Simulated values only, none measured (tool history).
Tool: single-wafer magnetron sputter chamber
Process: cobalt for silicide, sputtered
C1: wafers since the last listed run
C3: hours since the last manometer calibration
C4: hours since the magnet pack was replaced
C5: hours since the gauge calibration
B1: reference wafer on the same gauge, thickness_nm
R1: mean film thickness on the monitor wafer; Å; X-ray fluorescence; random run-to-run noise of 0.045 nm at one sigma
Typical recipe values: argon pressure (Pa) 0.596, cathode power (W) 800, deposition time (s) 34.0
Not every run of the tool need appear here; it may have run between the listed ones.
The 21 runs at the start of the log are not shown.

Run 22, hour 280.4: usual settings but argon pressure (Pa) 0.487, cathode power (W) 600, deposition time (s) 32.1; C1 197; wafers on the sputter target 589; C3 102.9; C4 30.1; C5 110.0; B1 9.797. Result: R1 85.95 Å.
Run 23, hour 290.8: usual settings but argon pressure (Pa) 0.391, deposition time (s) 30.2; C1 156; wafers on the sputter target 745; C3 113.3; C4 40.5; C5 120.4; B1 9.801. Result: R1 109.93 Å.
Run 24, hour 308.7: usual settings but argon pressure (Pa) 0.384, cathode power (W) 900, deposition time (s) 32.1; C1 269; wafers on the sputter target 1015; C3 131.2; C4 58.4; C5 138.3; B1 9.803. Result: R1 131.67 Å.
Run 25, hour 316.4: usual settings but cathode power (W) 850; C1 115; wafers on the sputter target 1131; C3 138.9; C4 66.1; C5 146.0; B1 9.796. Result: R1 126.10 Å.
Run 26, hour 326.9: usual settings; C1 158; wafers on the sputter target 1289; C3 149.4; C4 76.6; C5 156.5; B1 9.804. Result: R1 118.55 Å.
Run 27, hour 339.0: usual settings but cathode power (W) 700, deposition time (s) 36.6; C1 182; wafers on the sputter target 1471; C3 161.5; C4 88.7; C5 168.6; B1 9.795. Result: R1 111.97 Å.
Run 28, hour 348.1: usual settings; C1 137; wafers on the sputter target 1608; C3 170.6; C4 97.8; C5 177.7; B1 9.796. Result: R1 119.51 Å.
Run 29, hour 357.4: usual settings but argon pressure (Pa) 0.767, cathode power (W) 750, deposition time (s) 36.8; C1 140; wafers on the sputter target 1748; C3 179.9; C4 107.1; C5 187.0; B1 9.802. Result: R1 116.43 Å.
Run 30, hour 367.8: usual settings but argon pressure (Pa) 0.471, cathode power (W) 950, deposition time (s) 32.2; C1 156; wafers on the sputter target 1905; C3 190.3; C4 117.5; C5 197.4; B1 9.801. Result: R1 137.12 Å.
Run 31, hour 379.0: usual settings but cathode power (W) 950; C1 168; wafers on the sputter target 2074; C3 201.5; C4 128.7; C5 208.6; B1 9.797. Result: R1 140.73 Å.
Run 32, hour 391.3: usual settings but cathode power (W) 900; C1 185; wafers on the sputter target 2259; C3 213.8; C4 141.0; C5 220.9; B1 9.806. Result: R1 133.39 Å.
Run 33, hour 401.1: usual settings but cathode power (W) 700; C1 147; wafers on the sputter target 2406; C3 223.6; C4 150.8; C5 230.7; B1 9.797. Result: R1 103.78 Å.
Run 34, hour 413.7: usual settings; C1 189; wafers on the sputter target 2596; C3 236.2; C4 163.4; C5 243.3; B1 9.792. Result: R1 118.74 Å.

Each row is a separate what-if for the run after 34, all from the same tool condition, not one after another. Results?
Run A, hour 414.1: usual settings; C1 6; wafers on the sputter target 2602; C3 236.6; C4 163.8; C5 243.7; B1 ?. Result: R1 ?.
Run B, hour 414.1: usual settings but argon pressure (Pa) 0.483; C1 6; wafers on the sputter target 2602; C3 236.6; C4 163.8; C5 243.7; B1 ?. Result: R1 ?.
Run C, hour 414.1: usual settings but deposition time (s) 28.8; C1 6; wafers on the sputter target 2602; C3 236.6; C4 163.8; C5 243.7; B1 ?. Result: R1 ?.
Run D, hour 414.1: usual settings but argon pressure (Pa) 0.775, cathode power (W) 650; C1 6; wafers on the sputter target 2602; C3 236.6; C4 163.8; C5 243.7; B1 ?. Result: R1 ?.
Run E, hour 414.1: usual settings but argon pressure (Pa) 0.741; C1 6; wafers on the sputter target 2602; C3 236.6; C4 163.8; C5 243.7; B1 ?. Result: R1 ?.

run     B1      R1
  A  9.802  117.83
  B  9.802  120.27
  C  9.802   99.81
  D  9.802   92.71
  E  9.802  114.80
Without the tool's hidden state the same runs would have given:
run      R1
  A  119.91
  B  122.39
  C  101.57
  D   94.34
  E  116.82

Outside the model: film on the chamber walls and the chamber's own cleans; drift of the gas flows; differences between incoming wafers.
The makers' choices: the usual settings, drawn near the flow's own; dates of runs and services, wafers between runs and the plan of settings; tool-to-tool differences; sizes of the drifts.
